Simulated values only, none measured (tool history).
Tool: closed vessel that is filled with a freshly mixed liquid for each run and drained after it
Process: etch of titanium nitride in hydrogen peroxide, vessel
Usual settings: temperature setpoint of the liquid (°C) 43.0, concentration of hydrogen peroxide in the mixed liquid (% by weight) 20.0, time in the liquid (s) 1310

run	day	temperature setpoint of the liquid (°C)	concentration of hydrogen peroxide in the mixed liquid (% by weight)	time in the liquid (s)	wafers since the last listed run	hours since the thermometer was replaced	hours since the peroxide flow meter was replaced	hours since the drum of peroxide was connected	hours since the gauge calibration	read-back film thickness of the titanium nitride reference wafer, read on the same gauge (nm)	thickness taken off the titanium nitride on a monitor wafer (nm)
1	0.000	43.0	18.5	1310	0	1124.2	2599.5	1291.0	557.3	150.00	19.83
# day 0.325: gauge calibrated
2	0.633	43.0	20.0	1310	607	1139.4	2614.7	1306.2	7.4	150.01	19.86
3	1.167	43.0	20.0	700	511	1152.2	2627.5	1319.0	20.2	150.00	10.68
4	1.492	43.0	20.0	1310	311	1160.0	2635.3	1326.8	28.0	149.98	19.91
5	2.142	43.0	20.0	1310	623	1175.6	2650.9	1342.4	43.6	150.00	20.10
6	2.767	43.0	20.0	1310	599	1190.6	2665.9	1357.4	58.6	149.98	19.94
7	3.108	43.0	20.0	1310	327	1198.8	2674.1	1365.6	66.8	150.01	19.93
8	3.583	49.5	21.5	1310	455	1210.2	2685.5	1377.0	78.2	150.01	32.64
9	4.271	38.5	25.0	1310	659	1226.7	2702.0	1393.5	94.7	149.99	14.63
10	5.012	43.0	18.0	585	711	1244.5	2719.8	1411.3	112.5	150.01	8.65
11	5.458	49.5	23.5	1060	427	1255.2	2730.5	1422.0	123.2	150.01	26.96
# day 5.738: thermometer replaced
12	5.758	43.0	16.0	1310	247	0.5	2737.7	1429.2	130.4	150.00	20.72
13	6.450	43.0	16.0	1835	663	17.1	2754.3	1445.8	147.0	150.01	28.96
14	6.825	43.0	18.5	1310	359	26.1	2763.3	1454.8	156.0	150.01	21.24
# day 6.867: peroxide flow meter replaced
15	7.450	43.0	20.0	920	559	41.1	14.0	1469.8	171.0	150.00	15.34
# day 8.038: new drum of peroxide connected
16	8.121	43.0	18.0	1310	603	57.2	30.1	2.0	187.1	150.00	20.93
17	8.433	48.5	17.0	895	299	64.7	37.6	9.5	194.6	150.00	21.33
18	8.821	37.0	15.5	1015	371	74.0	46.9	18.8	203.9	149.99	9.93
19	9.479	43.0	20.0	1310	631	89.8	62.7	34.6	219.7	149.99	21.35
20	10.121	38.5	20.0	1610	615	105.2	78.1	50.0	235.1	149.98	18.79
21	10.571	39.0	22.5	1855	431	116.0	88.9	60.8	245.9	150.00	23.16
22	10.850	43.0	20.0	1310	267	122.7	95.6	67.5	252.6	150.01	21.67
23	11.454	39.0	20.0	1310	579	137.2	110.1	82.0	267.1	150.00	15.78
24	11.862	43.0	20.0	1310	391	147.0	119.9	91.8	276.9	149.99	21.64
25	12.242	43.0	23.0	1310	363	156.1	129.0	100.9	286.0	149.98	22.25
26	12.704	51.5	20.0	795	443	167.2	140.1	112.0	297.1	150.01	24.32
27	13.058	50.0	23.0	745	339	175.7	148.6	120.5	305.6	150.01	21.08
28	13.354	53.0	16.0	665	283	182.8	155.7	127.6	312.7	150.00	21.61
29	14.033	43.0	25.5	1310	651	199.1	172.0	143.9	329.0	150.00	22.94
30	14.554	34.0	20.0	1310	499	211.6	184.5	156.4	341.5	149.98	10.79

How the hidden state differs across the entries between the runs, from the last listed run before each to the first after it:
Between runs 1 and 2: gauge calibrated (day 0.325)
  liquid colder than its thermometer reads (K): 1.19 -> 1.2
  measured less the result without the state, thickness taken off the titanium nitride on a monitor wafer (nm): -1.87 -> -1.89
Between runs 11 and 12: thermometer replaced (day 5.738)
  liquid colder than its thermometer reads (K): 1.3 -> 0.119
  measured less the result without the state, thickness taken off the titanium nitride on a monitor wafer (nm): -2.68 -> -0.19
Between runs 14 and 15: peroxide flow meter replaced (day 6.867)
  liquid colder than its thermometer reads (K): 0.14 -> 0.152
  measured less the result without the state, thickness taken off the titanium nitride on a monitor wafer (nm): -0.22 -> -0.17
Between runs 15 and 16: new drum of peroxide connected (day 8.038)
  liquid colder than its thermometer reads (K): 0.152 -> 0.165
  measured less the result without the state, thickness taken off the titanium nitride on a monitor wafer (nm): -0.17 -> -0.25

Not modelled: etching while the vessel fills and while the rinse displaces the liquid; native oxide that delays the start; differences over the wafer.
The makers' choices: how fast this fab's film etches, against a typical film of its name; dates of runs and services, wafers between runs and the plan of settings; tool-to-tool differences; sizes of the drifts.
